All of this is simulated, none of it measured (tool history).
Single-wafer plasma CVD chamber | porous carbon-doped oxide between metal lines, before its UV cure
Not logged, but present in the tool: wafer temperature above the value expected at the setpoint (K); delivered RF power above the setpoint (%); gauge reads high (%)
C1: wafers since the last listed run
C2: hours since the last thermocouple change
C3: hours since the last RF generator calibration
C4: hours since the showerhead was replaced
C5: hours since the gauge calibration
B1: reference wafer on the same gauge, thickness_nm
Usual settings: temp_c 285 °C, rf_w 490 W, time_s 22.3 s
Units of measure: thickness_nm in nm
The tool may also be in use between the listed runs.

{"run": 1, "hour": 0.0, "temp_c": 285, "rf_w": 490, "time_s": 22.3, "C1": 0, "C2": 156.1, "C3": 1424.4, "C4": 4168.0, "C5": 2485.3, "B1": 125.811, "thickness_nm": 129.218}
{"hour": 54.3, "done": "RF generator calibrated"}
{"run": 2, "hour": 88.1, "temp_c": 285, "rf_w": 490, "time_s": 22.3, "C1": 3195, "C2": 244.2, "C3": 33.8, "C4": 4256.1, "C5": 2573.4, "B1": 125.928, "thickness_nm": 134.359}
{"run": 3, "hour": 168.8, "temp_c": 285, "rf_w": 435, "time_s": 22.3, "C1": 3219, "C2": 324.9, "C3": 114.5, "C4": 4336.8, "C5": 2654.1, "B1": 125.976, "thickness_nm": 119.698}
{"run": 4, "hour": 214.9, "temp_c": 285, "rf_w": 435, "time_s": 22.3, "C1": 1839, "C2": 371.0, "C3": 160.6, "C4": 4382.9, "C5": 2700.2, "B1": 125.951, "thickness_nm": 119.5}
{"run": 5, "hour": 308.1, "temp_c": 285, "rf_w": 435, "time_s": 22.3, "C1": 3718, "C2": 464.2, "C3": 253.8, "C4": 4476.1, "C5": 2793.4, "B1": 125.976, "thickness_nm": 119.289}
{"run": 6, "hour": 369.5, "temp_c": 285, "rf_w": 490, "time_s": 22.3, "C1": 2449, "C2": 525.6, "C3": 315.2, "C4": 4537.5, "C5": 2854.8, "B1": 126.174, "thickness_nm": 131.508}
{"run": 7, "hour": 468.1, "temp_c": 285, "rf_w": 490, "time_s": 22.3, "C1": 3933, "C2": 624.2, "C3": 413.8, "C4": 4636.1, "C5": 2953.4, "B1": 125.822, "thickness_nm": 132.937}
{"run": 8, "hour": 551.7, "temp_c": 285, "rf_w": 490, "time_s": 22.3, "C1": 3335, "C2": 707.8, "C3": 497.4, "C4": 4719.7, "C5": 3037.0, "B1": 126.084, "thickness_nm": 132.823}
{"run": 9, "hour": 658.7, "temp_c": 285, "rf_w": 490, "time_s": 22.3, "C1": 4268, "C2": 814.8, "C3": 604.4, "C4": 4826.7, "C5": 3144.0, "B1": 126.07, "thickness_nm": 132.916}
{"run": 10, "hour": 705.0, "temp_c": 285, "rf_w": 490, "time_s": 22.3, "C1": 1847, "C2": 861.1, "C3": 650.7, "C4": 4873.0, "C5": 3190.3, "B1": 126.131, "thickness_nm": 132.709}
{"hour": 770.9, "done": "gauge calibrated"}
{"run": 11, "hour": 776.5, "temp_c": 285, "rf_w": 490, "time_s": 22.3, "C1": 2852, "C2": 932.6, "C3": 722.2, "C4": 4944.5, "C5": 5.6, "B1": 125.955, "thickness_nm": 131.739}
{"run": 12, "hour": 848.6, "temp_c": 285, "rf_w": 490, "time_s": 22.3, "C1": 2876, "C2": 1004.7, "C3": 794.3, "C4": 5016.6, "C5": 77.7, "B1": 125.99, "thickness_nm": 129.585}
{"run": 13, "hour": 899.4, "temp_c": 285, "rf_w": 490, "time_s": 22.3, "C1": 2026, "C2": 1055.5, "C3": 845.1, "C4": 5067.4, "C5": 128.5, "B1": 126.038, "thickness_nm": 130.286}
{"run": 14, "hour": 975.0, "temp_c": 291, "rf_w": 490, "time_s": 22.3, "C1": 3015, "C2": 1131.1, "C3": 920.7, "C4": 5143.0, "C5": 204.1, "B1": 126.021, "thickness_nm": 126.395}
{"run": 15, "hour": 1032.3, "temp_c": 291, "rf_w": 490, "time_s": 22.3, "C1": 2285, "C2": 1188.4, "C3": 978.0, "C4": 5200.3, "C5": 261.4, "B1": 126.052, "thickness_nm": 126.839}
{"run": 16, "hour": 1088.6, "temp_c": 276, "rf_w": 450, "time_s": 22.3, "C1": 2245, "C2": 1244.7, "C3": 1034.3, "C4": 5256.6, "C5": 317.7, "B1": 125.952, "thickness_nm": 126.547}
{"hour": 1197.1, "done": "thermocouple changed; heater temperature recalibrated"}
{"run": 17, "hour": 1197.6, "temp_c": 276, "rf_w": 530, "time_s": 20.5, "C1": 4029, "C2": 0.5, "C3": 1143.3, "C4": 5365.6, "C5": 426.7, "B1": 126.08, "thickness_nm": 136.496}
{"run": 18, "hour": 1254.2, "temp_c": 285, "rf_w": 490, "time_s": 22.3, "C1": 2257, "C2": 57.1, "C3": 1199.9, "C4": 5422.2, "C5": 483.3, "B1": 126.132, "thickness_nm": 130.969}
{"run": 19, "hour": 1293.0, "temp_c": 285, "rf_w": 585, "time_s": 24.1, "C1": 1547, "C2": 95.9, "C3": 1238.7, "C4": 5461.0, "C5": 522.1, "B1": 126.056, "thickness_nm": 164.708}
{"run": 20, "hour": 1341.4, "temp_c": 285, "rf_w": 490, "time_s": 22.3, "C1": 1930, "C2": 144.3, "C3": 1287.1, "C4": 5509.4, "C5": 570.5, "B1": 126.079, "thickness_nm": 129.233}
{"run": 21, "hour": 1397.7, "temp_c": 273, "rf_w": 490, "time_s": 22.3, "C1": 2245, "C2": 200.6, "C3": 1343.4, "C4": 5565.7, "C5": 626.8, "B1": 126.104, "thickness_nm": 138.883}
{"run": 22, "hour": 1446.2, "temp_c": 285, "rf_w": 455, "time_s": 23.9, "C1": 1934, "C2": 249.1, "C3": 1391.9, "C4": 5614.2, "C5": 675.3, "B1": 125.984, "thickness_nm": 128.185}
{"run": 23, "hour": 1551.3, "temp_c": 280, "rf_w": 535, "time_s": 22.3, "C1": 4192, "C2": 354.2, "C3": 1497.0, "C4": 5719.3, "C5": 780.4, "B1": 125.834, "thickness_nm": 144.552}
{"hour": 1596.6, "done": "RF generator calibrated"}
{"hour": 1643.9, "done": "showerhead replaced"}
{"run": 24, "hour": 1644.4, "temp_c": 285, "rf_w": 430, "time_s": 17.8, "C1": 3075, "C2": 447.3, "C3": 47.8, "C4": 0.5, "C5": 873.5, "B1": 125.946, "thickness_nm": 88.764}
{"run": 25, "hour": 1690.9, "temp_c": 285, "rf_w": 490, "time_s": 22.3, "C1": 1855, "C2": 493.8, "C3": 94.3, "C4": 47.0, "C5": 920.0, "B1": 125.891, "thickness_nm": 125.421}
{"run": 26, "hour": 1796.1, "temp_c": 285, "rf_w": 490, "time_s": 22.3, "C1": 4196, "C2": 599.0, "C3": 199.5, "C4": 152.2, "C5": 1025.2, "B1": 126.099, "thickness_nm": 124.486}
{"hour": 1973.2, "done": "RF generator calibrated, repeated, since the last time left the tool worse"}
{"run": 27, "hour": 2110.2, "temp_c": 285, "rf_w": 490, "time_s": 22.3, "C1": 12211, "C2": 913.1, "C3": 137.0, "C4": 466.3, "C5": 1339.3, "B1": 125.997, "thickness_nm": 136.28}
{"run": 28, "hour": 2210.3, "temp_c": 278, "rf_w": 460, "time_s": 23.9, "C1": 3993, "C2": 1013.2, "C3": 237.1, "C4": 566.4, "C5": 1439.4, "B1": 125.81, "thickness_nm": 140.938}
{"run": 29, "hour": 2262.0, "temp_c": 297, "rf_w": 490, "time_s": 22.3, "C1": 2062, "C2": 1064.9, "C3": 288.8, "C4": 618.1, "C5": 1491.1, "B1": 126.112, "thickness_nm": 125.608}
{"run": 30, "hour": 2322.5, "temp_c": 299, "rf_w": 580, "time_s": 22.3, "C1": 2413, "C2": 1125.4, "C3": 349.3, "C4": 678.6, "C5": 1551.6, "B1": 126.093, "thickness_nm": 142.994}
{"run": 31, "hour": 2400.0, "temp_c": 298, "rf_w": 490, "time_s": 22.3, "C1": 3091, "C2": 1202.9, "C3": 426.8, "C4": 756.1, "C5": 1629.1, "B1": 126.021, "thickness_nm": 125.889}
{"run": 32, "hour": 2437.3, "temp_c": 285, "rf_w": 490, "time_s": 22.3, "C1": 1488, "C2": 1240.2, "C3": 464.1, "C4": 793.4, "C5": 1666.4, "B1": 125.974, "thickness_nm": 131.885}
{"run": 33, "hour": 2489.1, "temp_c": 299, "rf_w": 490, "time_s": 18.9, "C1": 2066, "C2": 1292.0, "C3": 515.9, "C4": 845.2, "C5": 1718.2, "B1": 126.161, "thickness_nm": 105.032}

Subtracting, for every run, the result it would have given without the tool's unlogged condition from the measured result gives the following. The same run-to-run variation enters both numbers; the gauge's scatter may not:
run=1 thickness_nm=-6.391
run=2 thickness_nm=-0.936
run=3 thickness_nm=-1.765
run=4 thickness_nm=-2.174
run=5 thickness_nm=-2.908
run=6 thickness_nm=-3.187
run=7 thickness_nm=-3.792
run=8 thickness_nm=-4.198
run=9 thickness_nm=-4.643
run=10 thickness_nm=-4.801
run=11 thickness_nm=-4.994
run=12 thickness_nm=-5.110
run=13 thickness_nm=-5.263
run=14 thickness_nm=-5.267
run=15 thickness_nm=-5.393
run=16 thickness_nm=-6.319
run=17 thickness_nm=-5.981
run=18 thickness_nm=-5.904
run=19 thickness_nm=-7.209
run=20 thickness_nm=-5.923
run=21 thickness_nm=-6.423
run=22 thickness_nm=-6.891
run=23 thickness_nm=-6.714
run=24 thickness_nm=-8.125
run=25 thickness_nm=-10.843
run=26 thickness_nm=-11.906
run=27 thickness_nm=-1.458
run=28 thickness_nm=-2.696
run=29 thickness_nm=-2.421
run=30 thickness_nm=-3.047
run=31 thickness_nm=-3.186
run=32 thickness_nm=-3.521
run=33 thickness_nm=-2.991
